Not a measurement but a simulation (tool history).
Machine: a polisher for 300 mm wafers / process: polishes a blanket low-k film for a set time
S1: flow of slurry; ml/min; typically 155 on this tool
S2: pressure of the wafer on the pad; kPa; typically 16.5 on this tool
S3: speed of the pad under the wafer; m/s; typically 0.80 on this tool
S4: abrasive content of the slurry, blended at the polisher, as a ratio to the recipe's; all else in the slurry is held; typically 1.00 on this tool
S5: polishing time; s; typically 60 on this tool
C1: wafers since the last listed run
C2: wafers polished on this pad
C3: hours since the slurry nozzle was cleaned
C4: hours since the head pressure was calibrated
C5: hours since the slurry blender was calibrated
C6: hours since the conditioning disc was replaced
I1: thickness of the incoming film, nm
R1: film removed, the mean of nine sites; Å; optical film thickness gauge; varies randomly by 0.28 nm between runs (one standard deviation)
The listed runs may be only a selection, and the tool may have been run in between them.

run    hour   S1    S2    S3    S4  S5    C1    C2     C3     C4     C5     C6     I1   R1
  1     0.0  155  17.9  0.80  1.00  60     0   764  179.2  498.6  238.6   36.9  577.5  276
       37.2  -- slurry blender recalibrated
      114.2  -- worn pad replaced by a new one
  2   134.6  155  17.9  0.80  1.00  60  1339   212  313.8  633.2   97.4  171.5  574.2  289
  3   191.9  155  16.5  0.80  1.00  60   596   809  371.1  690.5  154.7  228.8  576.6  264
      300.1  -- slurry nozzle cleaned
  4   301.6  155  16.5  0.80  1.00  60  1132  1941    1.5  800.2  264.4  338.5  573.6  264
      319.6  -- slurry blender recalibrated
      332.4  -- head pressure recalibrated
      353.1  -- conditioning disc replaced and pad reconditioned
      365.6  -- worn pad replaced by a new one, of another model than before
  5   366.1  155  16.5  0.80  1.00  60   567     5   66.0   33.7   46.5   13.0  590.2  271
  6   433.5  155  16.5  0.80  1.00  60   701   707  133.4  101.1  113.9   80.4  580.3  264
  7   483.2  155  16.5  0.80  0.80  60   517  1225  183.1  150.8  163.6  130.1  574.3  237
  8   534.1  155  16.5  0.80  0.80  60   530  1755  234.0  201.7  214.5  181.0  585.3  234
  9   565.2  155  16.5  0.80  0.80  60   323  2079  265.1  232.8  245.6  212.1  580.8  234
      570.2  -- worn pad replaced by a new one
      573.1  -- slurry blender recalibrated
 10   610.1  155  16.5  0.80  1.00  60   405   394  310.0  277.7   37.0  257.0  580.1  272
 11   651.1  100  20.7  0.52  1.00  60   427   821  351.0  318.7   78.0  298.0  567.4  226
 12   714.6  155  16.5  0.72  1.00  60   661  1482  414.5  382.2  141.5  361.5  586.9  251
      736.2  -- conditioning disc replaced and pad reconditioned
      738.3  -- slurry nozzle cleaned
 13   786.2  155  11.7  0.62  0.85  79   714  2197   47.9  453.8  213.1   50.0  584.8  235
      800.7  -- worn pad replaced by a new one
 14   812.5  155  14.5  0.80  1.00  67   232   122   74.2  480.1  239.4   76.3  568.8  271
      817.2  -- slurry blender recalibrated
 15   840.7  155  16.5  0.80  0.80  60   272   395  102.4  508.3   23.5  104.5  575.2  246
 16   881.4  155  16.5  0.80  1.00  60   423   819  143.1  549.0   64.2  145.2  580.1  268
 17   943.1  195  16.5  0.80  0.70  66   642  1462  204.8  610.7  125.9  206.9  574.5  250
      995.8  -- worn pad replaced by a new one
 18  1002.2  155  16.5  0.80  1.00  60   573    66  263.9  669.8  185.0  266.0  580.2  264
     1043.8  -- slurry blender recalibrated
 19  1052.3  140  21.4  0.66  1.00  55   500   567  314.0  719.9    8.5  316.1  573.4  257
     1085.1  -- conditioning disc replaced and pad reconditioned
 20  1097.7  155  19.3  0.80  1.00  60   452  1019  359.4  765.3   53.9   12.6  579.7  294

Exercise: give the hidden state of the tool at every run:
removal rate lost through wear of the pad, %: 0 on each run
slurry flow missing at the pad, %: 0 on each run
deviation of the head's pressure from its setpoint, %: 0 on each run
time polished since the conditioner stopped cutting, s: 0 on each run
H1: abrasive missing from the slurry, %
run     H1
  1   10.7
  2    5.6
  3      8
  4   12.6
  5   4.28
  6   7.11
  7    9.2
  8   11.3
  9   12.6
 10   2.77
 11   4.49
 12   7.16
 13   10.2
 14   11.3
 15   1.25
 16   2.96
 17   5.55
 18   8.03
 19  0.733
 20   2.64
